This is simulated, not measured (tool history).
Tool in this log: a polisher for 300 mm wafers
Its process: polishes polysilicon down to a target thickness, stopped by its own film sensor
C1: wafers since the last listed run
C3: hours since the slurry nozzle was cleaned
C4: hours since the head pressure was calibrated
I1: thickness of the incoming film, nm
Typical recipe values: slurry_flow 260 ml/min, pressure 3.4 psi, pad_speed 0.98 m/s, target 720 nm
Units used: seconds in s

{"run": 1, "day": 0.0, "slurry_flow": 260, "pressure": 3.4, "pad_speed": 0.86, "target": 720, "C1": 0, "wafers polished on this pad": 243, "C3": 429.3, "C4": 45.8, "I1": 1348.5, "seconds": 93.1}
{"day": 0.579, "done": "slurry nozzle cleaned"}
{"run": 2, "day": 2.388, "slurry_flow": 260, "pressure": 3.4, "pad_speed": 0.86, "target": 720, "C1": 782, "wafers polished on this pad": 1026, "C3": 43.4, "C4": 103.1, "I1": 1385.6, "seconds": 95.1}
{"run": 3, "day": 5.158, "slurry_flow": 260, "pressure": 3.4, "pad_speed": 0.98, "target": 720, "C1": 924, "wafers polished on this pad": 1950, "C3": 109.9, "C4": 169.6, "I1": 1357.7, "seconds": 83.3}
{"day": 7.388, "done": "worn pad replaced by a new one"}
{"run": 4, "day": 7.408, "slurry_flow": 260, "pressure": 2.5, "pad_speed": 0.76, "target": 720, "C1": 695, "wafers polished on this pad": 7, "C3": 163.9, "C4": 223.6, "I1": 1352.9, "seconds": 142.6}
{"run": 5, "day": 8.488, "slurry_flow": 290, "pressure": 3.4, "pad_speed": 0.98, "target": 720, "C1": 360, "wafers polished on this pad": 367, "C3": 189.8, "C4": 249.5, "I1": 1348.8, "seconds": 83.7}
{"run": 6, "day": 9.675, "slurry_flow": 290, "pressure": 3.4, "pad_speed": 0.98, "target": 720, "C1": 396, "wafers polished on this pad": 763, "C3": 218.3, "C4": 278.0, "I1": 1355.9, "seconds": 83.1}
{"run": 7, "day": 11.658, "slurry_flow": 290, "pressure": 3.4, "pad_speed": 0.98, "target": 720, "C1": 661, "wafers polished on this pad": 1424, "C3": 265.9, "C4": 325.6, "I1": 1369.6, "seconds": 85.3}
{"day": 12.483, "done": "head pressure recalibrated"}
{"run": 8, "day": 13.054, "slurry_flow": 280, "pressure": 3.4, "pad_speed": 0.98, "target": 720, "C1": 437, "wafers polished on this pad": 1862, "C3": 299.4, "C4": 13.7, "I1": 1371.9, "seconds": 85.1}
{"run": 9, "day": 14.317, "slurry_flow": 280, "pressure": 3.4, "pad_speed": 0.98, "target": 720, "C1": 421, "wafers polished on this pad": 2284, "C3": 329.7, "C4": 44.0, "I1": 1346.1, "seconds": 81.4}
{"run": 10, "day": 16.129, "slurry_flow": 280, "pressure": 3.4, "pad_speed": 0.98, "target": 720, "C1": 604, "wafers polished on this pad": 2888, "C3": 373.2, "C4": 87.5, "I1": 1354.8, "seconds": 83.4}
{"day": 16.3, "done": "worn pad replaced by a new one"}
{"day": 16.4, "done": "slurry nozzle cleaned"}
{"run": 11, "day": 17.521, "slurry_flow": 260, "pressure": 3.4, "pad_speed": 0.98, "target": 720, "C1": 394, "wafers polished on this pad": 393, "C3": 26.9, "C4": 120.9, "I1": 1334.1, "seconds": 80.7}
{"run": 12, "day": 20.475, "slurry_flow": 320, "pressure": 2.6, "pad_speed": 1.08, "target": 720, "C1": 985, "wafers polished on this pad": 1378, "C3": 97.8, "C4": 191.8, "I1": 1342.3, "seconds": 96.9}
{"run": 13, "day": 22.1, "slurry_flow": 260, "pressure": 3.4, "pad_speed": 0.76, "target": 787, "C1": 542, "wafers polished on this pad": 1920, "C3": 136.8, "C4": 230.8, "I1": 1366.5, "seconds": 100.2}
{"run": 14, "day": 23.825, "slurry_flow": 260, "pressure": 3.4, "pad_speed": 0.98, "target": 603, "C1": 575, "wafers polished on this pad": 2496, "C3": 178.2, "C4": 272.2, "I1": 1368.9, "seconds": 98.5}
{"day": 26.65, "done": "worn pad replaced by a new one"}
{"run": 15, "day": 26.696, "slurry_flow": 185, "pressure": 3.4, "pad_speed": 1.18, "target": 720, "C1": 902, "wafers polished on this pad": 14, "C3": 247.1, "C4": 341.1, "I1": 1363.4, "seconds": 71.0}
{"day": 27.746, "done": "head pressure recalibrated"}
{"run": 16, "day": 28.571, "slurry_flow": 295, "pressure": 4.1, "pad_speed": 0.82, "target": 720, "C1": 597, "wafers polished on this pad": 612, "C3": 292.1, "C4": 19.8, "I1": 1357.4, "seconds": 79.8}
{"run": 17, "day": 29.704, "slurry_flow": 290, "pressure": 3.4, "pad_speed": 0.98, "target": 720, "C1": 378, "wafers polished on this pad": 990, "C3": 319.3, "C4": 47.0, "I1": 1360.7, "seconds": 81.9}
{"day": 30.642, "done": "slurry nozzle cleaned"}
{"run": 18, "day": 31.812, "slurry_flow": 260, "pressure": 3.8, "pad_speed": 1.12, "target": 720, "C1": 689, "wafers polished on this pad": 1680, "C3": 28.1, "C4": 97.6, "I1": 1375.0, "seconds": 68.5}
{"day": 35.379, "done": "worn pad replaced by a new one"}
{"run": 19, "day": 39.017, "slurry_flow": 260, "pressure": 3.4, "pad_speed": 0.98, "target": 941, "C1": 2347, "wafers polished on this pad": 1214, "C3": 201.0, "C4": 270.5, "I1": 1343.8, "seconds": 54.1}
{"run": 20, "day": 41.438, "slurry_flow": 340, "pressure": 4.2, "pad_speed": 1.22, "target": 885, "C1": 807, "wafers polished on this pad": 2021, "C3": 259.1, "C4": 328.6, "I1": 1352.8, "seconds": 38.0}
{"day": 42.417, "done": "head pressure recalibrated"}
{"run": 21, "day": 43.246, "slurry_flow": 260, "pressure": 3.4, "pad_speed": 0.98, "target": 720, "C1": 575, "wafers polished on this pad": 2597, "C3": 302.5, "C4": 19.9, "I1": 1362.5, "seconds": 83.1}
{"day": 43.579, "done": "worn pad replaced by a new one"}
{"run": 22, "day": 44.483, "slurry_flow": 310, "pressure": 3.1, "pad_speed": 0.98, "target": 720, "C1": 357, "wafers polished on this pad": 302, "C3": 332.2, "C4": 49.6, "I1": 1357.1, "seconds": 92.2}
{"run": 23, "day": 45.692, "slurry_flow": 260, "pressure": 3.4, "pad_speed": 0.98, "target": 720, "C1": 403, "wafers polished on this pad": 705, "C3": 361.2, "C4": 78.6, "I1": 1355.9, "seconds": 81.5}

Below are 4 alternative next runs, each starting from the tool's condition after run 23. Predict each:
{"run": "A", "day": 45.708, "slurry_flow": 260, "pressure": 3.4, "pad_speed": 0.98, "target": 720, "C1": 5, "wafers polished on this pad": 710, "C3": 361.6, "C4": 79.0, "I1": 1363.6, "seconds": "?"}
{"run": "B", "day": 45.708, "slurry_flow": 235, "pressure": 3.8, "pad_speed": 0.98, "target": 836, "C1": 5, "wafers polished on this pad": 710, "C3": 361.6, "C4": 79.0, "I1": 1363.6, "seconds": "?"}
{"run": "C", "day": 45.708, "slurry_flow": 295, "pressure": 3.4, "pad_speed": 0.98, "target": 720, "C1": 5, "wafers polished on this pad": 710, "C3": 361.6, "C4": 79.0, "I1": 1363.6, "seconds": "?"}
{"run": "D", "day": 45.708, "slurry_flow": 325, "pressure": 3.0, "pad_speed": 1.2, "target": 935, "C1": 5, "wafers polished on this pad": 710, "C3": 361.6, "C4": 79.0, "I1": 1363.6, "seconds": "?"}

run=A seconds=83.8
run=B seconds=62.2
run=C seconds=82.7
run=D seconds=50.5
The same runs, with their run-to-run variation unchanged, on a tool lacking any hidden condition would have given:
run=A seconds=83.8
run=B seconds=62.2
run=C seconds=82.7
run=D seconds=50.5

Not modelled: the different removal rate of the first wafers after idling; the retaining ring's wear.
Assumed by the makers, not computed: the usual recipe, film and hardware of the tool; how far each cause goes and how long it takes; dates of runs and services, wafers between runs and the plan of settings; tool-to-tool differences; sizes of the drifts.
